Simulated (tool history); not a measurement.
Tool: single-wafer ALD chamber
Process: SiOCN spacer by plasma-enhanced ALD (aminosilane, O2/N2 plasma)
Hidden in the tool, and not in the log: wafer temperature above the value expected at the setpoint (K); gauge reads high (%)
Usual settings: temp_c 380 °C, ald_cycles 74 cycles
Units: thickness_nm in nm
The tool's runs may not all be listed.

run	hour	temp_c	ald_cycles	wafers since the last listed run	hours since the last thermocouple change	hours since the gauge calibration	read-back reference wafer on the same gauge, thickness_nm	thickness_nm
1	0.0	380	74	0	969.3	285.7	4.601	4.699
2	78.3	380	74	359	1047.6	364.0	4.604	4.693
3	157.8	380	74	364	1127.1	443.5	4.609	4.682
4	196.3	380	74	176	1165.6	482.0	4.616	4.690
5	299.8	380	74	474	1269.1	585.5	4.617	4.721
6	397.6	385	79	448	1366.9	683.3	4.629	5.021
7	706.6	385	79	1417	1675.9	992.3	4.641	5.040
8	756.9	380	74	230	1726.2	1042.6	4.641	4.724
9	802.7	380	74	210	1772.0	1088.4	4.642	4.726
10	880.9	380	74	358	1850.2	1166.6	4.648	4.726
11	980.7	380	86	457	1950.0	1266.4	4.657	5.473
# hour 1004.6: thermocouple changed; heater temperature recalibrated
12	1058.3	386	63	319	53.7	1344.0	4.657	4.037
13	1154.9	385	79	443	150.3	1440.6	4.663	5.059
14	1211.9	388	67	261	207.3	1497.6	4.666	4.306
15	1319.8	394	67	495	315.2	1605.5	4.671	4.304
16	1396.9	380	74	353	392.3	1682.6	4.673	4.744
# hour 1460.6: gauge calibrated
17	1626.5	380	74	1053	621.9	165.9	4.573	4.664
18	1676.7	388	66	230	672.1	216.1	4.574	4.165
19	1742.5	380	74	301	737.9	281.9	4.576	4.656
20	1785.2	369	85	195	780.6	324.6	4.580	5.363
21	1828.1	388	60	196	823.5	367.5	4.579	3.775

What the log doesn't show, run by run:
wafer temperature above the value expected at the setpoint (K): 0 in every run
H1: gauge reads high (%)
run	H1
1	0.729
2	0.817
3	0.906
4	0.949
5	1.06
6	1.17
7	1.52
8	1.58
9	1.63
10	1.71
11	1.83
12	1.91
13	2.02
14	2.09
15	2.21
16	2.29
17	0.0108
18	0.067
19	0.141
20	0.188
21	0.236
